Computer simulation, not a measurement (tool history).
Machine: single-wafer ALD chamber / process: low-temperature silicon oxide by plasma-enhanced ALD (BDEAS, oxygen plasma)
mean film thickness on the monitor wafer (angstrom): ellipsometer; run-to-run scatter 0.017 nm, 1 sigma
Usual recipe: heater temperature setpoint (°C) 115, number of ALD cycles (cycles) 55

run	day	heater temperature setpoint (°C)	number of ALD cycles (cycles)	wafers since the last listed run	hours since the last thermocouple change	hours since the gauge calibration	read-back reference wafer on the same gauge, thickness_nm	mean film thickness on the monitor wafer (angstrom)
1	0	115	55	0	1569.5	1011.7	7.44	77.98
2	3.129	115	55	294	1644.6	1086.8	7.435	77.98
3	4.65	115	55	143	1681.1	1123.3	7.428	78.14
4	7.992	115	55	314	1761.3	1203.5	7.42	78.08
5	11.508	115	55	330	1845.7	1287.9	7.41	77.9
6	15.312	115	55	357	1937	1379.2	7.399	77.9
7	19.8	115	55	421	2044.7	1486.9	7.388	77.58
8	23.517	124	55	349	2133.9	1576.1	7.372	76.4
9	25.588	124	55	194	2183.6	1625.8	7.363	76.31
10	28.979	124	55	318	2265	1707.2	7.351	75.75
11	32.15	115	55	298	2341.1	1783.3	7.336	76.88
# day 33.992: gauge calibrated
12	36.229	124	55	383	2439	53.7	7.484	77.41
13	38.325	115	55	197	2489.3	104	7.48	78.58
14	42.488	115	59	391	2589.2	203.9	7.482	84.08
15	46.688	106	60	394	2690	304.7	7.479	87.18
16	48.954	115	52	213	2744.4	359.1	7.475	74.28
17	52.508	108	55	334	2829.7	444.4	7.476	79.63
# day 53: thermocouple changed; heater temperature recalibrated
18	56.796	124	65	371	91.1	547.3	7.472	91.1
19	58.925	124	47	200	142.2	598.4	7.468	66.08
20	60.612	120	59	158	182.7	638.9	7.463	83.44
21	65.079	115	55	420	289.9	746.1	7.455	78.34
22	69.146	115	55	382	387.5	843.7	7.449	78.32
23	75.625	109	58	609	543	999.2	7.436	83.32

Across each entry between runs, compare the hidden state at the last listed run before it with the hidden state at the first listed run after it:
Logged between run 11 and run 12: gauge calibrated (day 33.992)
  gauge reads high (%): -1.9 -> 0.0439
  difference, measured minus the result without the unlogged condition, mean film thickness on the monitor wafer (angstrom): -1.48 -> +0.04
Logged between run 17 and run 18: thermocouple changed; heater temperature recalibrated (day 53)
  gauge reads high (%): -0.0806 -> -0.146
  difference, measured minus the result without the unlogged condition, mean film thickness on the monitor wafer (angstrom): -0.07 -> -0.13
